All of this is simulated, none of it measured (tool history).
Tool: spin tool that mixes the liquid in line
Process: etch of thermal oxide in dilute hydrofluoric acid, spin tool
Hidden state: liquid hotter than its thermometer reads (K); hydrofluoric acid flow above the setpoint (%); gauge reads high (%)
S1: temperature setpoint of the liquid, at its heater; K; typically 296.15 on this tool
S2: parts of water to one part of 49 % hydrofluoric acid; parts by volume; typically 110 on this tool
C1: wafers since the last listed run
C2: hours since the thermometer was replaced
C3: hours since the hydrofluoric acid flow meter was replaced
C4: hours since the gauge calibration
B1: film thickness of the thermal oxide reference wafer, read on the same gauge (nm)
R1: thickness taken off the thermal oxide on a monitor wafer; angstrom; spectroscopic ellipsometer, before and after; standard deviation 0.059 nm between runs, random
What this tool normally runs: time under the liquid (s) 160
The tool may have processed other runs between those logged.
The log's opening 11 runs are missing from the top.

{"run": 12, "hour": 1010.4, "S1": 296.15, "S2": 95, "time under the liquid (s)": 205, "C1": 365, "C2": 115.7, "C3": 206, "C4": 2084.9, "B1": 120.03, "R1": 105.4}
{"run": 13, "hour": 1101.1, "S1": 296.15, "S2": 95, "time under the liquid (s)": 205, "C1": 447, "C2": 206.4, "C3": 296.7, "C4": 2175.6, "B1": 119.99, "R1": 104.5}
{"run": 14, "hour": 1197.3, "S1": 296.15, "S2": 95, "time under the liquid (s)": 205, "C1": 474, "C2": 302.6, "C3": 392.9, "C4": 2271.8, "B1": 119.99, "R1": 106.9}
{"run": 15, "hour": 1284.6, "S1": 292.65, "S2": 70, "time under the liquid (s)": 160, "C1": 430, "C2": 389.9, "C3": 480.2, "C4": 2359.1, "B1": 119.97, "R1": 99.1}
{"run": 16, "hour": 1343.2, "S1": 292.65, "S2": 70, "time under the liquid (s)": 160, "C1": 289, "C2": 448.5, "C3": 538.8, "C4": 2417.7, "B1": 120, "R1": 99.2}
{"run": 17, "hour": 1380.6, "S1": 296.15, "S2": 110, "time under the liquid (s)": 160, "C1": 184, "C2": 485.9, "C3": 576.2, "C4": 2455.1, "B1": 120.01, "R1": 70.9}
{"run": 18, "hour": 1418.1, "S1": 298.65, "S2": 135, "time under the liquid (s)": 160, "C1": 185, "C2": 523.4, "C3": 613.7, "C4": 2492.6, "B1": 119.96, "R1": 60.8}
{"run": 19, "hour": 1489.3, "S1": 296.15, "S2": 110, "time under the liquid (s)": 235, "C1": 351, "C2": 594.6, "C3": 684.9, "C4": 2563.8, "B1": 119.97, "R1": 102.6}
{"hour": 1527.9, "done": "gauge calibrated"}
{"run": 20, "hour": 1583.1, "S1": 299.15, "S2": 90, "time under the liquid (s)": 105, "C1": 462, "C2": 688.4, "C3": 778.7, "C4": 55.2, "B1": 120, "R1": 66.1}
{"run": 21, "hour": 1684.4, "S1": 298.65, "S2": 160, "time under the liquid (s)": 250, "C1": 499, "C2": 789.7, "C3": 880, "C4": 156.5, "B1": 119.95, "R1": 78.9}
{"run": 22, "hour": 1759.9, "S1": 292.15, "S2": 110, "time under the liquid (s)": 65, "C1": 372, "C2": 865.2, "C3": 955.5, "C4": 232, "B1": 120.06, "R1": 24.5}
{"run": 23, "hour": 1858.2, "S1": 299.15, "S2": 75, "time under the liquid (s)": 160, "C1": 485, "C2": 963.5, "C3": 1053.8, "C4": 330.3, "B1": 119.97, "R1": 122.4}
{"run": 24, "hour": 1945.1, "S1": 296.15, "S2": 110, "time under the liquid (s)": 160, "C1": 428, "C2": 1050.4, "C3": 1140.7, "C4": 417.2, "B1": 120.02, "R1": 70.1}
{"run": 25, "hour": 1995.1, "S1": 296.15, "S2": 110, "time under the liquid (s)": 160, "C1": 246, "C2": 1100.4, "C3": 1190.7, "C4": 467.2, "B1": 120.06, "R1": 72.1}

Forecast run 26:
{"run": 26, "hour": 2043.9, "S1": 291.65, "S2": 95, "time under the liquid (s)": 215, "C1": 240, "C2": 1149.2, "C3": 1239.5, "C4": 516, "B1": "?", "R1": "?"}

{"run 26": {"B1": 120, "R1": 94.3}}
On a tool with no hidden condition, and with the same random variation, this run would have come out at R1 91 angstrom.

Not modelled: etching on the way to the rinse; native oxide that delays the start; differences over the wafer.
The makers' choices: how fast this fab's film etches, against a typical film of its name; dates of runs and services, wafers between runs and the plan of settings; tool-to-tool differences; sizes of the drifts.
